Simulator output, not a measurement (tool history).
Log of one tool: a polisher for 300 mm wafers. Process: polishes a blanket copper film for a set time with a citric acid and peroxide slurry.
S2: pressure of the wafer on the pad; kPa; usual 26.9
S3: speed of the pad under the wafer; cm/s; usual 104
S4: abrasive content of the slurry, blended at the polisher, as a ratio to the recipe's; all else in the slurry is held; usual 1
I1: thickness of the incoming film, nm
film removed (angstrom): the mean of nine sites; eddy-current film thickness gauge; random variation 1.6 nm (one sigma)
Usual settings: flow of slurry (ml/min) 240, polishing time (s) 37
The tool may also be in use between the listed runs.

run 1 hour=0 | flow_of_slurry_(ml/min)=240 S2=26.9 S3=104 S4=1 polishing_time_(s)=37 | I1=1059 | film_removed_(angstrom)=1223
run 2 hour=21.7 | flow_of_slurry_(ml/min)=240 S2=26.9 S3=104 S4=1 polishing_time_(s)=37 | I1=1077.5 | film_removed_(angstrom)=1214
run 3 hour=47.3 | flow_of_slurry_(ml/min)=240 S2=26.9 S3=104 S4=1 polishing_time_(s)=37 | I1=1044.9 | film_removed_(angstrom)=1191
run 4 hour=68.5 | flow_of_slurry_(ml/min)=240 S2=26.9 S3=104 S4=1 polishing_time_(s)=37 | I1=1056.5 | film_removed_(angstrom)=1207
run 5 hour=93.8 | flow_of_slurry_(ml/min)=240 S2=26.9 S3=104 S4=1 polishing_time_(s)=37 | I1=1082.7 | film_removed_(angstrom)=1272
run 6 hour=112.8 | flow_of_slurry_(ml/min)=240 S2=26.9 S3=104 S4=1 polishing_time_(s)=37 | I1=1059.8 | film_removed_(angstrom)=1280
run 7 hour=132.5 | flow_of_slurry_(ml/min)=240 S2=26.9 S3=104 S4=1 polishing_time_(s)=37 | I1=1064.9 | film_removed_(angstrom)=1262
run 8 hour=167.3 | flow_of_slurry_(ml/min)=240 S2=26.9 S3=104 S4=1 polishing_time_(s)=37 | I1=1039.4 | film_removed_(angstrom)=1228
run 9 hour=189.2 | flow_of_slurry_(ml/min)=240 S2=26.9 S3=104 S4=1 polishing_time_(s)=37 | I1=1065 | film_removed_(angstrom)=1242
run 10 hour=218.5 | flow_of_slurry_(ml/min)=240 S2=31.7 S3=104 S4=1 polishing_time_(s)=48 | I1=1077.6 | film_removed_(angstrom)=1867
run 11 hour=233.5 | flow_of_slurry_(ml/min)=240 S2=24.1 S3=104 S4=1 polishing_time_(s)=29 | I1=1060.8 | film_removed_(angstrom)=837
run 12 hour=253.9 | flow_of_slurry_(ml/min)=240 S2=26.9 S3=104 S4=1 polishing_time_(s)=26 | I1=1071.5 | film_removed_(angstrom)=840
run 13 hour=277.9 | flow_of_slurry_(ml/min)=240 S2=26.9 S3=104 S4=1 polishing_time_(s)=37 | I1=1054.7 | film_removed_(angstrom)=1265
run 14 hour=313.2 | flow_of_slurry_(ml/min)=295 S2=26.9 S3=120 S4=0.75 polishing_time_(s)=28 | I1=1067.3 | film_removed_(angstrom)=1080
run 15 hour=335.2 | flow_of_slurry_(ml/min)=240 S2=32.4 S3=120 S4=0.9 polishing_time_(s)=37 | I1=1071.6 | film_removed_(angstrom)=1648
run 16 hour=348.6 | flow_of_slurry_(ml/min)=240 S2=20 S3=104 S4=1 polishing_time_(s)=37 | I1=1065 | film_removed_(angstrom)=949
run 17 hour=375 | flow_of_slurry_(ml/min)=240 S2=26.9 S3=82 S4=1 polishing_time_(s)=30 | I1=1075.8 | film_removed_(angstrom)=794
run 18 hour=392.7 | flow_of_slurry_(ml/min)=240 S2=32.4 S3=104 S4=1 polishing_time_(s)=37 | I1=1038.4 | film_removed_(angstrom)=1428
run 19 hour=407.8 | flow_of_slurry_(ml/min)=240 S2=26.9 S3=122 S4=1 polishing_time_(s)=28 | I1=1063.6 | film_removed_(angstrom)=1106
run 20 hour=432.5 | flow_of_slurry_(ml/min)=175 S2=26.9 S3=104 S4=0.8 polishing_time_(s)=37 | I1=1050.8 | film_removed_(angstrom)=1144
run 21 hour=449.7 | flow_of_slurry_(ml/min)=175 S2=26.9 S3=104 S4=1.2 polishing_time_(s)=37 | I1=1067.2 | film_removed_(angstrom)=1180
run 22 hour=471.9 | flow_of_slurry_(ml/min)=240 S2=26.9 S3=104 S4=1 polishing_time_(s)=33 | I1=1063.9 | film_removed_(angstrom)=1033
run 23 hour=492 | flow_of_slurry_(ml/min)=240 S2=26.9 S3=104 S4=1 polishing_time_(s)=37 | I1=1071.5 | film_removed_(angstrom)=1249
run 24 hour=514.3 | flow_of_slurry_(ml/min)=240 S2=26.9 S3=104 S4=1 polishing_time_(s)=37 | I1=1070.9 | film_removed_(angstrom)=1251
run 25 hour=542.9 | flow_of_slurry_(ml/min)=320 S2=30.3 S3=92 S4=1 polishing_time_(s)=25 | I1=1045.9 | film_removed_(angstrom)=877
run 26 hour=563.5 | flow_of_slurry_(ml/min)=240 S2=26.9 S3=104 S4=1 polishing_time_(s)=37 | I1=1067.8 | film_removed_(angstrom)=1277
run 27 hour=575.5 | flow_of_slurry_(ml/min)=240 S2=26.9 S3=104 S4=1 polishing_time_(s)=37 | I1=1072.8 | film_removed_(angstrom)=1255
run 28 hour=597.3 | flow_of_slurry_(ml/min)=240 S2=33.8 S3=104 S4=1 polishing_time_(s)=31 | I1=1055.2 | film_removed_(angstrom)=1312
run 29 hour=629.5 | flow_of_slurry_(ml/min)=205 S2=20 S3=122 S4=1.1 polishing_time_(s)=37 | I1=1039.8 | film_removed_(angstrom)=1069

Not shown: 6 entries that the log had between the listed runs. Between which runs, and how does the tool's hidden state differ before and after?
Between runs 4 and 5: worn pad replaced by a new one (hour 80.9)
  removal rate lost through wear of the pad, %: 5.61 -> 0.752
  measured less the result without the state, film removed (angstrom): -71 -> -9
Between runs 8 and 9: head pressure recalibrated (hour 182.2)
  removal rate lost through wear of the pad, %: 1.97 -> 2.68
  measured less the result without the state, film removed (angstrom): -24 -> -34
Between runs 11 and 12: slurry blender recalibrated (hour 239.9)
  removal rate lost through wear of the pad, %: 4.61 -> 5.72
  measured less the result without the state, film removed (angstrom): -40 -> -51
Between runs 12 and 13: worn pad replaced by a new one (hour 266.7)
  removal rate lost through wear of the pad, %: 5.72 -> 1.03
  measured less the result without the state, film removed (angstrom): -51 -> -13
Between runs 22 and 23: worn pad replaced by a new one (hour 489.5)
  removal rate lost through wear of the pad, %: 8.04 -> 0.209
  measured less the result without the state, film removed (angstrom): -90 -> -2
Between runs 23 and 24: slurry nozzle cleaned (hour 513.8)
  removal rate lost through wear of the pad, %: 0.209 -> 0.311
  measured less the result without the state, film removed (angstrom): -2 -> -4
